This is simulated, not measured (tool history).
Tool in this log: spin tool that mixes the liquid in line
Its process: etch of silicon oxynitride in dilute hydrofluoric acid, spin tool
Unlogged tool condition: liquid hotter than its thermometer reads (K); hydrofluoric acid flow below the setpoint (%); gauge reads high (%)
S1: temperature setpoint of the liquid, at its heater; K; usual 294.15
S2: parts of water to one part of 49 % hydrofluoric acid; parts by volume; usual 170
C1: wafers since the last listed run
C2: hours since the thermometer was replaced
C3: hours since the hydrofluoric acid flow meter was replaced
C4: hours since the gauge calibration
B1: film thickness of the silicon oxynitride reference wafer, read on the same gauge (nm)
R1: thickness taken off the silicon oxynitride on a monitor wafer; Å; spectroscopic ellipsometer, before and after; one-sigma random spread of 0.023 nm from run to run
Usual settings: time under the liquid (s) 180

run 1 hour=0.0 | S1=296.65 S2=170 time_under_the_liquid_(s)=205 | C1=0 C2=1625.8 C3=1716.9 C4=145.5 | B1=70.012 | R1=46.59
run 2 hour=9.3 | S1=296.65 S2=170 time_under_the_liquid_(s)=205 | C1=46 C2=1635.1 C3=1726.2 C4=154.8 | B1=70.000 | R1=46.32
run 3 hour=19.3 | S1=296.65 S2=170 time_under_the_liquid_(s)=205 | C1=49 C2=1645.1 C3=1736.2 C4=164.8 | B1=69.959 | R1=45.84
run 4 hour=25.3 | S1=296.65 S2=170 time_under_the_liquid_(s)=180 | C1=29 C2=1651.1 C3=1742.2 C4=170.8 | B1=69.995 | R1=40.71
run 5 hour=31.9 | S1=294.15 S2=170 time_under_the_liquid_(s)=180 | C1=32 C2=1657.7 C3=1748.8 C4=177.4 | B1=70.038 | R1=36.57
run 6 hour=39.0 | S1=294.15 S2=170 time_under_the_liquid_(s)=180 | C1=35 C2=1664.8 C3=1755.9 C4=184.5 | B1=70.015 | R1=36.23
run 7 hour=48.1 | S1=294.15 S2=170 time_under_the_liquid_(s)=180 | C1=45 C2=1673.9 C3=1765.0 C4=193.6 | B1=70.003 | R1=36.18
run 8 hour=58.6 | S1=294.15 S2=170 time_under_the_liquid_(s)=180 | C1=51 C2=1684.4 C3=1775.5 C4=204.1 | B1=69.992 | R1=36.34
-- hour=68.0 gauge calibrated
run 9 hour=73.5 | S1=294.15 S2=170 time_under_the_liquid_(s)=180 | C1=73 C2=1699.3 C3=1790.4 C4=5.5 | B1=69.992 | R1=36.39
-- hour=89.3 thermometer replaced
run 10 hour=90.8 | S1=294.15 S2=170 time_under_the_liquid_(s)=180 | C1=80 C2=1.5 C3=1807.7 C4=22.8 | B1=70.020 | R1=36.34
run 11 hour=102.6 | S1=291.65 S2=235 time_under_the_liquid_(s)=245 | C1=58 C2=13.3 C3=1819.5 C4=34.6 | B1=70.001 | R1=30.53
-- hour=103.7 hydrofluoric acid flow meter replaced
run 12 hour=117.0 | S1=290.65 S2=170 time_under_the_liquid_(s)=180 | C1=66 C2=27.7 C3=13.3 C4=49.0 | B1=70.000 | R1=30.79
run 13 hour=128.2 | S1=294.15 S2=100 time_under_the_liquid_(s)=95 | C1=55 C2=38.9 C3=24.5 C4=60.2 | B1=69.983 | R1=34.33
run 14 hour=143.1 | S1=297.15 S2=145 time_under_the_liquid_(s)=70 | C1=73 C2=53.8 C3=39.4 C4=75.1 | B1=70.036 | R1=19.26
run 15 hour=150.6 | S1=294.15 S2=170 time_under_the_liquid_(s)=180 | C1=37 C2=61.3 C3=46.9 C4=82.6 | B1=70.004 | R1=36.48
run 16 hour=166.3 | S1=298.15 S2=85 time_under_the_liquid_(s)=230 | C1=77 C2=77.0 C3=62.6 C4=98.3 | B1=69.991 | R1=118.66
run 17 hour=175.7 | S1=296.65 S2=170 time_under_the_liquid_(s)=205 | C1=46 C2=86.4 C3=72.0 C4=107.7 | B1=70.014 | R1=46.39
run 18 hour=188.7 | S1=290.65 S2=110 time_under_the_liquid_(s)=150 | C1=64 C2=99.4 C3=85.0 C4=120.7 | B1=69.961 | R1=41.42
run 19 hour=204.9 | S1=294.15 S2=170 time_under_the_liquid_(s)=180 | C1=80 C2=115.6 C3=101.2 C4=136.9 | B1=70.037 | R1=36.66
run 20 hour=211.0 | S1=290.65 S2=90 time_under_the_liquid_(s)=215 | C1=30 C2=121.7 C3=107.3 C4=143.0 | B1=70.006 | R1=72.90

3 options for the next run, each taken on its own from the tool as it stands now. Forecast them:
run A hour=211.5 | S1=294.15 S2=170 time_under_the_liquid_(s)=180 | C1=2 C2=122.2 C3=107.8 C4=143.5 | B1=? | R1=?
run B hour=211.5 | S1=291.15 S2=245 time_under_the_liquid_(s)=215 | C1=2 C2=122.2 C3=107.8 C4=143.5 | B1=? | R1=?
run C hour=211.5 | S1=297.15 S2=200 time_under_the_liquid_(s)=255 | C1=2 C2=122.2 C3=107.8 C4=143.5 | B1=? | R1=?

run=A B1=70.008 R1=35.94
run=B B1=70.008 R1=24.69
run=C B1=70.008 R1=48.56
Without the tool's unlogged condition, the same runs would have read:
run=A R1=35.94
run=B R1=24.69
run=C R1=48.56
